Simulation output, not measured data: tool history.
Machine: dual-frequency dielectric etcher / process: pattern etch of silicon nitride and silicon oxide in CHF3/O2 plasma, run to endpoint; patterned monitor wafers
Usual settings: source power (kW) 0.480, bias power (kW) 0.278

| run | day | source power (kW) | bias power (kW) | wafers since the last listed run | hours since the last wet clean | hours since the last source power generator calibration | hours since the last bias power generator calibration | hours since the last upper electrode change | incoming incoming film thickness, nm | endpoint time (s) |
|---|---|---|---|---|---|---|---|---|---|---|
| 1 | 0.000 | 0.480 | 0.278 | 0 | 394.0 | 1816.6 | 4150.8 | 3375.7 | 181.3 | 102.4 |
|  | 3.138 | wet clean of the chamber |
| 2 | 3.850 | 0.480 | 0.278 | 599 | 17.1 | 1909.0 | 4243.2 | 3468.1 | 181.7 | 108.7 |
| 3 | 5.821 | 0.480 | 0.278 | 414 | 64.4 | 1956.3 | 4290.5 | 3515.4 | 181.4 | 106.2 |
|  | 8.300 | upper electrode replaced |
| 4 | 8.321 | 0.480 | 0.303 | 315 | 124.4 | 2016.3 | 4350.5 | 0.5 | 181.7 | 103.5 |
| 5 | 10.888 | 0.480 | 0.278 | 540 | 186.0 | 2077.9 | 4412.1 | 62.1 | 183.2 | 107.0 |
| 6 | 12.754 | 0.480 | 0.278 | 392 | 230.8 | 2122.7 | 4456.9 | 106.9 | 182.9 | 104.7 |
| 7 | 14.812 | 0.480 | 0.278 | 433 | 280.2 | 2172.1 | 4506.3 | 156.3 | 181.8 | 104.4 |
|  | 21.071 | wet clean of the chamber |
| 8 | 21.092 | 0.480 | 0.278 | 1111 | 0.5 | 2322.8 | 4657.0 | 307.0 | 183.8 | 108.8 |
| 9 | 23.025 | 0.480 | 0.278 | 406 | 46.9 | 2369.2 | 4703.4 | 353.4 | 182.3 | 108.5 |
| 10 | 24.342 | 0.480 | 0.278 | 277 | 78.5 | 2400.8 | 4735.0 | 385.0 | 182.8 | 109.9 |
| 11 | 27.129 | 0.480 | 0.278 | 586 | 145.4 | 2467.7 | 4801.9 | 451.9 | 181.6 | 106.4 |
| 12 | 28.288 | 0.480 | 0.278 | 243 | 173.2 | 2495.5 | 4829.7 | 479.7 | 179.9 | 105.9 |
| 13 | 31.100 | 0.440 | 0.228 | 591 | 240.7 | 2563.0 | 4897.2 | 547.2 | 182.9 | 117.2 |
| 14 | 33.062 | 0.360 | 0.321 | 413 | 287.8 | 2610.1 | 4944.3 | 594.3 | 182.5 | 112.6 |
| 15 | 35.717 | 0.600 | 0.343 | 558 | 351.5 | 2673.8 | 5008.0 | 658.0 | 181.1 | 87.6 |
|  | 38.108 | wet clean of the chamber |
| 16 | 38.129 | 0.520 | 0.306 | 297 | 0.5 | 2731.7 | 5065.9 | 715.9 | 183.1 | 100.8 |
| 17 | 39.117 | 0.480 | 0.278 | 207 | 24.2 | 2755.4 | 5089.6 | 739.6 | 184.3 | 108.4 |
|  | 40.604 | bias power generator calibrated |
| 18 | 41.992 | 0.480 | 0.278 | 569 | 93.2 | 2824.4 | 33.3 | 808.6 | 182.4 | 107.0 |
| 19 | 43.042 | 0.480 | 0.278 | 220 | 118.4 | 2849.6 | 58.5 | 833.8 | 184.0 | 107.2 |
| 20 | 44.508 | 0.430 | 0.278 | 308 | 153.6 | 2884.8 | 93.7 | 869.0 | 181.0 | 110.2 |
| 21 | 46.821 | 0.480 | 0.278 | 486 | 209.1 | 2940.3 | 149.2 | 924.5 | 183.4 | 105.4 |
| 22 | 48.346 | 0.480 | 0.278 | 320 | 245.7 | 2976.9 | 185.8 | 961.1 | 182.8 | 106.3 |
| 23 | 49.600 | 0.440 | 0.217 | 263 | 275.8 | 3007.0 | 215.9 | 991.2 | 181.6 | 118.8 |
| 24 | 51.888 | 0.380 | 0.321 | 481 | 330.7 | 3061.9 | 270.8 | 1046.1 | 182.1 | 108.4 |
|  | 54.017 | source power generator calibrated |
| 25 | 54.604 | 0.510 | 0.210 | 536 | 395.9 | 14.1 | 336.0 | 1111.3 | 180.3 | 109.2 |
| 26 | 57.200 | 0.480 | 0.278 | 546 | 458.2 | 76.4 | 398.3 | 1173.6 | 180.8 | 102.2 |
|  | 59.475 | wet clean of the chamber |
| 27 | 59.496 | 0.550 | 0.322 | 272 | 0.5 | 131.5 | 453.4 | 1228.7 | 181.1 | 97.6 |
| 28 | 61.392 | 0.410 | 0.305 | 398 | 46.0 | 177.0 | 498.9 | 1274.2 | 180.6 | 109.4 |
| 29 | 63.133 | 0.590 | 0.337 | 366 | 87.8 | 218.8 | 540.7 | 1316.0 | 182.6 | 92.7 |
| 30 | 64.767 | 0.560 | 0.216 | 343 | 127.0 | 258.0 | 579.9 | 1355.2 | 182.2 | 109.0 |
| 31 | 66.225 | 0.480 | 0.342 | 306 | 162.0 | 293.0 | 614.9 | 1390.2 | 181.4 | 98.2 |
| 32 | 68.058 | 0.520 | 0.221 | 385 | 206.0 | 337.0 | 658.9 | 1434.2 | 182.2 | 111.0 |
| 33 | 69.525 | 0.400 | 0.225 | 308 | 241.2 | 372.2 | 694.1 | 1469.4 | 180.9 | 122.6 |
| 34 | 70.892 | 0.590 | 0.327 | 287 | 274.0 | 405.0 | 726.9 | 1502.2 | 179.9 | 90.4 |
| 35 | 73.575 | 0.480 | 0.278 | 564 | 338.4 | 469.4 | 791.3 | 1566.6 | 182.3 | 104.0 |

Describe how what the log doesn't record of the tool's condition differs between the last listed run preceding each entry between runs and the first listed run following it.
Logged between run 1 and run 2: wet clean of the chamber (day 3.138)
  etch rate over this chamber's usual, %: 5.11 -> 0.502
  difference, measured minus the result without the unlogged condition, endpoint time (s): -5.2 -> -0.6
Logged between run 3 and run 4: upper electrode replaced (day 8.300)
  etch rate over this chamber's usual, %: 1.06 -> 1.77
  difference, measured minus the result without the unlogged condition, endpoint time (s): -1.2 -> -1.8
Logged between run 7 and run 8: wet clean of the chamber (day 21.071)
  etch rate over this chamber's usual, %: 3.62 -> -0.00774
  difference, measured minus the result without the unlogged condition, endpoint time (s): -3.7 -> +0.0
Logged between run 15 and run 16: wet clean of the chamber (day 38.108)
  etch rate over this chamber's usual, %: 4.15 -> 0.617
  difference, measured minus the result without the unlogged condition, endpoint time (s): -3.6 -> -0.6
Logged between run 17 and run 18: bias power generator calibrated (day 40.604)
  etch rate over this chamber's usual, %: 0.897 -> 1.71
  difference, measured minus the result without the unlogged condition, endpoint time (s): -1.0 -> -1.8
Logged between run 24 and run 25: source power generator calibrated (day 54.017)
  etch rate over this chamber's usual, %: 4.52 -> 5.3
  difference, measured minus the result without the unlogged condition, endpoint time (s): -4.9 -> -5.8
Logged between run 26 and run 27: wet clean of the chamber (day 59.475)
  etch rate over this chamber's usual, %: 6.03 -> 0.0233
  difference, measured minus the result without the unlogged condition, endpoint time (s): -6.2 -> -0.1

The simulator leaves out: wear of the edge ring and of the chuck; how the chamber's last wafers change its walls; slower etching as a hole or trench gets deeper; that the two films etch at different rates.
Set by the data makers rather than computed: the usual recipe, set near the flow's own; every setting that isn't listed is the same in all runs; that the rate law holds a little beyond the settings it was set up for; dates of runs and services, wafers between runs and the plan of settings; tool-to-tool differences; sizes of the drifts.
